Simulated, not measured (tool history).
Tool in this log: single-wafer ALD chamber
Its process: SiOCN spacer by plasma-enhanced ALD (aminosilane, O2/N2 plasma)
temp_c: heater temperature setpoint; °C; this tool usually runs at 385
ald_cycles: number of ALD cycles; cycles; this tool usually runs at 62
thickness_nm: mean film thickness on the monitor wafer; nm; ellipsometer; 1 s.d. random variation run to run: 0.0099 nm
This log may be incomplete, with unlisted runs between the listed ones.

run,hour,temp_c,ald_cycles,"read-back reference wafer on the same gauge, thickness_nm",thickness_nm
1,0,385,62,3.56,3.944
2,24.3,385,62,3.554,3.94
3,56.1,385,62,3.558,3.951
4,82.1,385,62,3.563,3.942
5,96.7,385,65,3.564,4.14
6,117.1,385,62,3.561,3.938
7,132.3,385,62,3.559,3.955
8,168.1,385,62,3.564,3.943
9,183.5,371,72,3.563,4.575
# hour 211.3: gauge calibrated
10,215.1,385,62,3.558,3.937
11,227.4,392,62,3.559,3.953
12,256,371,62,3.562,3.935
13,306.4,372,67,3.559,4.247
# hour 333.8: thermocouple changed; heater temperature recalibrated
14,340.9,385,72,3.562,4.563
15,376.7,385,62,3.559,3.959
16,408.1,395,55,3.56,3.489
17,420.4,380,72,3.562,4.591

Hidden state, per run?
wafer temperature above the value expected at the setpoint (K): 0, the same for each run
gauge reads high (%): 0, the same for each run
